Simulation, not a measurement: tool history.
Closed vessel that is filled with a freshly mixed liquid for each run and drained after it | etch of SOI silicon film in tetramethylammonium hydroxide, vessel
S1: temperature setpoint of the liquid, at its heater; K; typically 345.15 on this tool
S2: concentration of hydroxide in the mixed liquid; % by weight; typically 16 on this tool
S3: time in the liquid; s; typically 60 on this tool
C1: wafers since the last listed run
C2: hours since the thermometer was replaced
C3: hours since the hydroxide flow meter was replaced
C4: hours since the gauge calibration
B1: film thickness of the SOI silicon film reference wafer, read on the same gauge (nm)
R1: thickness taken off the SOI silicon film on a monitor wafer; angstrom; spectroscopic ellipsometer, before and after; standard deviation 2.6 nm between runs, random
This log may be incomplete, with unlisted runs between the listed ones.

run,hour,S1,S2,S3,C1,C2,C3,C4,B1,R1
1,0,345.15,19,60,0,507.7,1615.6,52.8,79.97,3521
2,25,345.15,13.5,60,1883,532.7,1640.6,77.8,80.01,4024.7
3,36.4,345.15,16,60,858,544.1,1652,89.2,80.02,3735.5
4,42.6,345.15,16,60,467,550.3,1658.2,95.4,80.01,3729.3
5,60.4,345.15,16,60,1340,568.1,1676,113.2,80.02,3654.7
6,67.2,345.15,16,60,512,574.9,1682.8,120,80.03,3684.9
7,79.1,345.15,16,60,896,586.8,1694.7,131.9,79.99,3686.8
8,95.2,345.15,16,60,1212,602.9,1710.8,148,79.98,3661.6
9,105.3,347.15,16,85,760,613,1720.9,158.1,80.01,5827.1
10,117.6,339.15,18,85,926,625.3,1733.2,170.4,79.99,3474.2
11,133.1,345.15,16,60,1167,640.8,1748.7,185.9,80.01,3669.3
12,148.7,342.15,16,60,1175,656.4,1764.3,201.5,79.99,3027.7
# hour 178.7: hydroxide flow meter replaced
13,180,339.65,19,85,2282,687.7,1.3,232.8,80.04,3453.3
14,194.2,338.65,14,30,1069,701.9,15.5,247,79.95,1301.3
# hour 208.8: thermometer replaced
15,210.5,338.65,16,60,1152,1.7,31.8,263.3,79.98,2313.7
16,223.5,345.15,18.5,70,979,14.7,44.8,276.3,79.96,3786.6
17,257.6,350.15,13.5,60,2568,48.8,78.9,310.4,80.03,4856.9
18,267.7,345.15,16,60,760,58.9,89,320.5,80.01,3359.5
19,284.8,345.15,16,60,1288,76,106.1,337.6,79.98,3393.8
20,292.4,345.15,16,60,572,83.6,113.7,345.2,79.96,3392.1
21,308.9,345.15,16,35,1243,100.1,130.2,361.7,79.98,1994.5
22,317.9,345.15,19,60,678,109.1,139.2,370.7,79.98,3117.5
23,330,338.15,16,60,911,121.2,151.3,382.8,79.98,2221.2
# hour 347.6: gauge calibrated
# hour 380.3: thermometer replaced, repeated, since the last time left the tool worse
24,380.8,348.15,12,60,3751,0.5,202.1,33.2,80.01,5332.3

Run 25 has not been measured yet. What should we expect?
25,396.3,351.65,14,60,1167,16,217.6,48.7,?,?

{"run 25": {"B1": 80, "R1": 6071.5}}
Minus the tool's unlogged condition, the same run would have read R1 6122.7 angstrom.
